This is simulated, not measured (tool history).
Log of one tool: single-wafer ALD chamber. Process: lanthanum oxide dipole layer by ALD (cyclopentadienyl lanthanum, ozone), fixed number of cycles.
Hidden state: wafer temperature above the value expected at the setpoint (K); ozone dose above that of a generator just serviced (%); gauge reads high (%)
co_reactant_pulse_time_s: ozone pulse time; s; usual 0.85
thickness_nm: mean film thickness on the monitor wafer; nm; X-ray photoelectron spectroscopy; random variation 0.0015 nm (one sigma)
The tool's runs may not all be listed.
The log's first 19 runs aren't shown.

run     day  co_reactant_pulse_time_s  wafers since the last listed run  hours since the last thermocouple change  hours since the last ozone generator service  hours since the showerhead was replaced  hours since the gauge calibration  read-back reference wafer on the same gauge, thickness_nm  thickness_nm
 20  22.675                      0.85                               198                                     214.1                                         106.2                                    307.9                              317.7                                                      0.402         0.435
 21  24.117                      0.72                               550                                     248.7                                         140.8                                    342.5                              352.3                                                      0.403         0.412
 22  25.367                      0.70                               477                                     278.7                                         170.8                                    372.5                              382.3                                                      0.403         0.406
 23  25.958                      0.58                               225                                     292.9                                         185.0                                    386.7                              396.5                                                      0.403         0.377
 24  27.242                      0.53                               490                                     323.7                                         215.8                                    417.5                              427.3                                                      0.404         0.366
 25  28.412                      0.63                               447                                     351.8                                         243.9                                    445.6                              455.4                                                      0.404         0.391
 26  29.808                      1.05                               533                                     385.3                                         277.4                                    479.1                              488.9                                                      0.404         0.464
 27  30.825                      0.85                               388                                     409.7                                         301.8                                    503.5                              513.3                                                      0.406         0.438
 28  31.488                      0.61                               253                                     425.6                                         317.7                                    519.4                              529.2                                                      0.406         0.389
 29  32.221                      1.00                               280                                     443.2                                         335.3                                    537.0                              546.8                                                      0.406         0.459
 30  32.938                      0.64                               273                                     460.4                                         352.5                                    554.2                              564.0                                                      0.406         0.398
 31  33.754                      1.10                               311                                     480.0                                         372.1                                    573.8                              583.6                                                      0.406         0.469
 32  35.171                      1.05                               541                                     514.0                                         406.1                                    607.8                              617.6                                                      0.408         0.468
 33  36.267                      0.99                               418                                     540.3                                         432.4                                    634.1                              643.9                                                      0.408         0.461
 34  37.300                      0.71                               394                                     565.1                                         457.2                                    658.9                              668.7                                                      0.409         0.415

Forecast each of these 4 alternatives for the next run:
  A  37.317                      1.17                                 6                                     565.5                                         457.6                                    659.3                              669.1                                                          ?             ?
  B  37.317                      1.06                                 6                                     565.5                                         457.6                                    659.3                              669.1                                                          ?             ?
  C  37.317                      1.16                                 6                                     565.5                                         457.6                                    659.3                              669.1                                                          ?             ?
  D  37.317                      0.62                                 6                                     565.5                                         457.6                                    659.3                              669.1                                                          ?             ?

run  read-back reference wafer on the same gauge, thickness_nm  thickness_nm
  A                                                      0.408         0.482
  B                                                      0.408         0.470
  C                                                      0.408         0.481
  D                                                      0.408         0.395
Without the tool's hidden state the same runs would have given:
run  thickness_nm
  A         0.473
  B         0.462
  C         0.472
  D         0.388
